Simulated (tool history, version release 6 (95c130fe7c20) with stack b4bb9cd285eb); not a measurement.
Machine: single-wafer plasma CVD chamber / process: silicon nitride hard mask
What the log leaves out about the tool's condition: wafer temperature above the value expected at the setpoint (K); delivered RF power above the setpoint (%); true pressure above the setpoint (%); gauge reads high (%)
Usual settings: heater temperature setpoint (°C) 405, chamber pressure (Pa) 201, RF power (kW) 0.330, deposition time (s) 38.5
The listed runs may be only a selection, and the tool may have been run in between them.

run	hour	heater temperature setpoint (°C)	chamber pressure (Pa)	RF power (kW)	deposition time (s)	wafers since the last listed run	hours since the last thermocouple change	hours since the last RF generator calibration	hours since the last manometer calibration	hours since the showerhead was replaced	hours since the gauge calibration	read-back reference wafer on the same gauge, thickness_nm	mean film thickness on the monitor wafer (Å)
1	0.0	405	201	0.330	38.5	0	1904.9	1114.6	541.0	2552.4	712.1	56.401	450.18
2	148.9	405	201	0.330	38.5	3444	2053.8	1263.5	689.9	2701.3	861.0	56.382	450.08
3	201.3	405	201	0.330	36.4	1212	2106.2	1315.9	742.3	2753.7	913.4	56.455	423.86
4	251.5	405	201	0.330	36.4	1161	2156.4	1366.1	792.5	2803.9	963.6	56.416	420.75
5	282.1	405	201	0.330	38.5	707	2187.0	1396.7	823.1	2834.5	994.2	56.395	445.62
6	332.4	405	201	0.330	38.5	1163	2237.3	1447.0	873.4	2884.8	1044.5	56.395	447.46
7	384.2	405	201	0.330	38.5	1198	2289.1	1498.8	925.2	2936.6	1096.3	56.426	443.54
8	449.4	405	201	0.330	38.5	1508	2354.3	1564.0	990.4	3001.8	1161.5	56.414	443.36
9	484.2	405	201	0.330	38.5	805	2389.1	1598.8	1025.2	3036.6	1196.3	56.377	444.55
10	518.7	405	201	0.330	38.5	798	2423.6	1633.3	1059.7	3071.1	1230.8	56.468	443.99
# hour 555.7: capacitance manometer re-zeroed and calibrated
11	561.4	405	228	0.330	38.5	802	2466.3	1676.0	5.7	3113.8	1273.5	56.405	474.15
12	605.1	405	201	0.330	38.5	1010	2510.0	1719.7	49.4	3157.5	1317.2	56.358	441.37
13	670.9	405	201	0.330	38.5	1522	2575.8	1785.5	115.2	3223.3	1383.0	56.319	442.10
# hour 732.4: showerhead replaced
14	846.1	405	201	0.365	38.5	3868	2751.0	1960.7	290.4	113.7	1558.2	56.495	487.69
15	907.8	410	201	0.330	38.5	1427	2812.7	2022.4	352.1	175.4	1619.9	56.431	441.00
16	973.8	405	220	0.330	34.9	1526	2878.7	2088.4	418.1	241.4	1685.9	56.409	415.63
# hour 997.1: gauge calibrated
17	1003.0	412	229	0.345	41.1	675	2907.9	2117.6	447.3	270.6	5.9	56.372	520.73
# hour 1020.4: RF generator calibrated
# hour 1023.3: thermocouple changed; heater temperature recalibrated
18	1032.9	405	201	0.330	38.5	439	9.6	12.5	477.2	300.5	35.8	56.390	485.26
19	1074.3	405	172	0.355	38.5	957	51.0	53.9	518.6	341.9	77.2	56.435	473.47
20	1116.3	405	201	0.330	44.1	971	93.0	95.9	560.6	383.9	119.2	56.472	549.65
21	1149.3	405	201	0.330	38.5	763	126.0	128.9	593.6	416.9	152.2	56.392	480.36
22	1192.9	414	161	0.275	38.5	1008	169.6	172.5	637.2	460.5	195.8	56.407	340.08
23	1217.1	420	201	0.330	41.0	559	193.8	196.7	661.4	484.7	220.0	56.353	505.86
24	1282.0	405	152	0.330	43.9	1501	258.7	261.6	726.3	549.6	284.9	56.365	455.43
25	1345.3	405	201	0.330	36.4	1464	322.0	324.9	789.6	612.9	348.2	56.399	445.64
26	1378.6	390	185	0.380	38.5	770	355.3	358.2	822.9	646.2	381.5	56.386	518.04
27	1433.6	415	216	0.385	44.7	1272	410.3	413.2	877.9	701.2	436.5	56.430	646.96
28	1497.1	394	201	0.315	34.5	1469	473.8	476.7	941.4	764.7	500.0	56.411	399.55
29	1553.7	405	201	0.330	38.5	1309	530.4	533.3	998.0	821.3	556.6	56.408	470.15

Across each entry between runs, compare the hidden state at the last listed run before it with the hidden state at the first listed run after it:
From run 10 to run 11: capacitance manometer re-zeroed and calibrated (hour 555.7)
  delivered RF power above the setpoint (%): -8.5 -> -8.56
  measured result minus the result with no hidden state, mean film thickness on the monitor wafer (Å): -42.34 -> -45.57
From run 13 to run 14: showerhead replaced (hour 732.4)
  delivered RF power above the setpoint (%): -8.69 -> -8.88
  measured result minus the result with no hidden state, mean film thickness on the monitor wafer (Å): -43.26 -> -46.10
From run 16 to run 17: gauge calibrated (hour 997.1)
  delivered RF power above the setpoint (%): -8.99 -> -9.01
  measured result minus the result with no hidden state, mean film thickness on the monitor wafer (Å): -42.25 -> -51.39
From run 17 to run 18: RF generator calibrated (hour 1020.4); thermocouple changed; heater temperature recalibrated (hour 1023.3)
  delivered RF power above the setpoint (%): -9.01 -> -0.463
  measured result minus the result with no hidden state, mean film thickness on the monitor wafer (Å): -51.39 -> -2.25
